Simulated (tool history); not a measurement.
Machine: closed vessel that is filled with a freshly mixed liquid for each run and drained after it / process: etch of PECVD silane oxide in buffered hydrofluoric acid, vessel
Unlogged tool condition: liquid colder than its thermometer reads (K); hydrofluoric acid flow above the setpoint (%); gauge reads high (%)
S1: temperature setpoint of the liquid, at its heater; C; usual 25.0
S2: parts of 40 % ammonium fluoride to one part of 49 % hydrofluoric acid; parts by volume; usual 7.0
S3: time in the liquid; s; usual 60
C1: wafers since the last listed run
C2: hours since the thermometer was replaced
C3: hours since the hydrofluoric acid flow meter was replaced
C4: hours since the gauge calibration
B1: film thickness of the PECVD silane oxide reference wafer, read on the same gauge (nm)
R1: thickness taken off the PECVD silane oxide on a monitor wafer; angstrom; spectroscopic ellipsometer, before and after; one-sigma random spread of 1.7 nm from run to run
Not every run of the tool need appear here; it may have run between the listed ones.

{"run": 1, "day": 0.0, "S1": 27.0, "S2": 7.0, "S3": 60, "C1": 0, "C2": 1440.0, "C3": 640.6, "C4": 991.6, "B1": 130.0, "R1": 3533.9}
{"run": 2, "day": 2.879, "S1": 27.0, "S2": 7.0, "S3": 60, "C1": 9863, "C2": 1509.1, "C3": 709.7, "C4": 1060.7, "B1": 129.98, "R1": 3512.2}
{"run": 3, "day": 5.604, "S1": 21.0, "S2": 7.0, "S3": 60, "C1": 9335, "C2": 1574.5, "C3": 775.1, "C4": 1126.1, "B1": 130.03, "R1": 2571.3}
{"run": 4, "day": 6.75, "S1": 25.0, "S2": 7.0, "S3": 60, "C1": 3925, "C2": 1602.0, "C3": 802.6, "C4": 1153.6, "B1": 130.03, "R1": 3198.3}
{"run": 5, "day": 8.092, "S1": 25.0, "S2": 7.0, "S3": 60, "C1": 4596, "C2": 1634.2, "C3": 834.8, "C4": 1185.8, "B1": 130.0, "R1": 3192.0}
{"run": 6, "day": 9.921, "S1": 25.0, "S2": 7.0, "S3": 60, "C1": 6266, "C2": 1678.1, "C3": 878.7, "C4": 1229.7, "B1": 130.01, "R1": 3211.3}
{"run": 7, "day": 11.283, "S1": 26.5, "S2": 7.0, "S3": 60, "C1": 4667, "C2": 1710.8, "C3": 911.4, "C4": 1262.4, "B1": 130.01, "R1": 3483.0}
{"run": 8, "day": 13.012, "S1": 26.5, "S2": 7.0, "S3": 60, "C1": 5923, "C2": 1752.3, "C3": 952.9, "C4": 1303.9, "B1": 130.03, "R1": 3482.4}
{"run": 9, "day": 15.4, "S1": 25.0, "S2": 7.0, "S3": 75, "C1": 8179, "C2": 1809.6, "C3": 1010.2, "C4": 1361.2, "B1": 130.01, "R1": 4021.2}
{"day": 16.125, "done": "gauge calibrated"}
{"run": 10, "day": 16.975, "S1": 25.0, "S2": 7.0, "S3": 75, "C1": 5395, "C2": 1847.4, "C3": 1048.0, "C4": 20.4, "B1": 129.98, "R1": 4024.7}
{"run": 11, "day": 18.321, "S1": 25.0, "S2": 8.5, "S3": 60, "C1": 4610, "C2": 1879.7, "C3": 1080.3, "C4": 52.7, "B1": 129.97, "R1": 2653.2}
{"run": 12, "day": 19.696, "S1": 26.5, "S2": 6.0, "S3": 70, "C1": 4710, "C2": 1912.7, "C3": 1113.3, "C4": 85.7, "B1": 129.98, "R1": 4660.2}
{"run": 13, "day": 21.521, "S1": 25.0, "S2": 6.0, "S3": 60, "C1": 6252, "C2": 1956.5, "C3": 1157.1, "C4": 129.5, "B1": 130.03, "R1": 3683.1}
{"run": 14, "day": 23.333, "S1": 28.0, "S2": 8.5, "S3": 85, "C1": 6209, "C2": 2000.0, "C3": 1200.6, "C4": 173.0, "B1": 129.98, "R1": 4426.2}
{"run": 15, "day": 25.988, "S1": 25.0, "S2": 7.0, "S3": 90, "C1": 9092, "C2": 2063.7, "C3": 1264.3, "C4": 236.7, "B1": 129.99, "R1": 4878.2}
{"run": 16, "day": 32.288, "S1": 20.5, "S2": 8.5, "S3": 30, "C1": 21582, "C2": 2214.9, "C3": 1415.5, "C4": 387.9, "B1": 130.0, "R1": 1051.4}
{"run": 17, "day": 34.388, "S1": 21.5, "S2": 8.0, "S3": 80, "C1": 7194, "C2": 2265.3, "C3": 1465.9, "C4": 438.3, "B1": 129.98, "R1": 3174.3}
{"run": 18, "day": 36.308, "S1": 20.0, "S2": 7.0, "S3": 40, "C1": 6580, "C2": 2311.4, "C3": 1512.0, "C4": 484.4, "B1": 129.99, "R1": 1662.9}
{"run": 19, "day": 38.808, "S1": 20.5, "S2": 7.0, "S3": 90, "C1": 8564, "C2": 2371.4, "C3": 1572.0, "C4": 544.4, "B1": 130.0, "R1": 3853.0}
{"run": 20, "day": 41.088, "S1": 29.5, "S2": 7.0, "S3": 60, "C1": 7808, "C2": 2426.1, "C3": 1626.7, "C4": 599.1, "B1": 130.01, "R1": 4170.8}
{"run": 21, "day": 43.967, "S1": 25.0, "S2": 7.0, "S3": 60, "C1": 9863, "C2": 2495.2, "C3": 1695.8, "C4": 668.2, "B1": 130.02, "R1": 3292.7}
{"day": 45.004, "done": "hydrofluoric acid flow meter replaced"}
{"run": 22, "day": 45.483, "S1": 25.0, "S2": 7.0, "S3": 40, "C1": 5053, "C2": 2531.6, "C3": 11.5, "C4": 704.6, "B1": 129.98, "R1": 2066.7}
{"run": 23, "day": 47.725, "S1": 29.5, "S2": 7.0, "S3": 85, "C1": 7679, "C2": 2585.4, "C3": 65.3, "C4": 758.4, "B1": 129.99, "R1": 5613.9}
{"day": 49.242, "done": "thermometer replaced"}
{"run": 24, "day": 55.704, "S1": 21.5, "S2": 7.0, "S3": 60, "C1": 27192, "C2": 155.1, "C3": 256.8, "C4": 949.9, "B1": 129.99, "R1": 2587.9}
{"run": 25, "day": 57.492, "S1": 25.0, "S2": 7.0, "S3": 60, "C1": 6123, "C2": 198.0, "C3": 299.7, "C4": 992.8, "B1": 130.0, "R1": 3152.0}
{"run": 26, "day": 58.925, "S1": 25.0, "S2": 6.0, "S3": 30, "C1": 4910, "C2": 232.4, "C3": 334.1, "C4": 1027.2, "B1": 129.99, "R1": 1796.8}
{"run": 27, "day": 61.433, "S1": 30.0, "S2": 9.5, "S3": 70, "C1": 8593, "C2": 292.6, "C3": 394.3, "C4": 1087.4, "B1": 130.01, "R1": 3504.2}
{"run": 28, "day": 62.729, "S1": 25.0, "S2": 7.0, "S3": 30, "C1": 4439, "C2": 323.7, "C3": 425.4, "C4": 1118.5, "B1": 130.02, "R1": 1568.2}
{"run": 29, "day": 65.075, "S1": 20.5, "S2": 9.0, "S3": 90, "C1": 8036, "C2": 380.0, "C3": 481.7, "C4": 1174.8, "B1": 129.99, "R1": 2844.0}
{"run": 30, "day": 67.921, "S1": 26.5, "S2": 8.5, "S3": 35, "C1": 9749, "C2": 448.3, "C3": 550.0, "C4": 1243.1, "B1": 130.0, "R1": 1625.2}
{"run": 31, "day": 69.671, "S1": 25.0, "S2": 7.0, "S3": 60, "C1": 5995, "C2": 490.3, "C3": 592.0, "C4": 1285.1, "B1": 129.98, "R1": 3165.5}
{"run": 32, "day": 71.746, "S1": 23.5, "S2": 7.0, "S3": 45, "C1": 7108, "C2": 540.1, "C3": 641.8, "C4": 1334.9, "B1": 130.02, "R1": 2211.2}

Below, some changes in R1 between adjacent runs. For each, the amount present without the hidden state too (settings, incoming material, random variation) and the amount remaining for the hidden state with gauge scatter not shared by both compared results:
Run 15 -> 16: S1 25.0 -> 20.5, S2 7.0 -> 8.5, S3 90 -> 30. R1 -3826.8 angstrom: hidden state -154.5, all else -3672.3.
Run 16 -> 17: S1 20.5 -> 21.5, S2 8.5 -> 8.0, S3 30 -> 80. R1 +2122.9 angstrom: hidden state +137.4, all else +1985.5.
Run 21 -> 22: S3 60 -> 40, hydrofluoric acid flow meter replaced. R1 -1226.0 angstrom: hidden state -185.2, all else -1040.8.
Run 22 -> 23: S1 25.0 -> 29.5, S3 40 -> 85. R1 +3547.2 angstrom: hidden state +26.1, all else +3521.1.
Run 23 -> 24: S1 29.5 -> 21.5, S3 85 -> 60, thermometer replaced. R1 -3026.0 angstrom: hidden state -1.4, all else -3024.6.

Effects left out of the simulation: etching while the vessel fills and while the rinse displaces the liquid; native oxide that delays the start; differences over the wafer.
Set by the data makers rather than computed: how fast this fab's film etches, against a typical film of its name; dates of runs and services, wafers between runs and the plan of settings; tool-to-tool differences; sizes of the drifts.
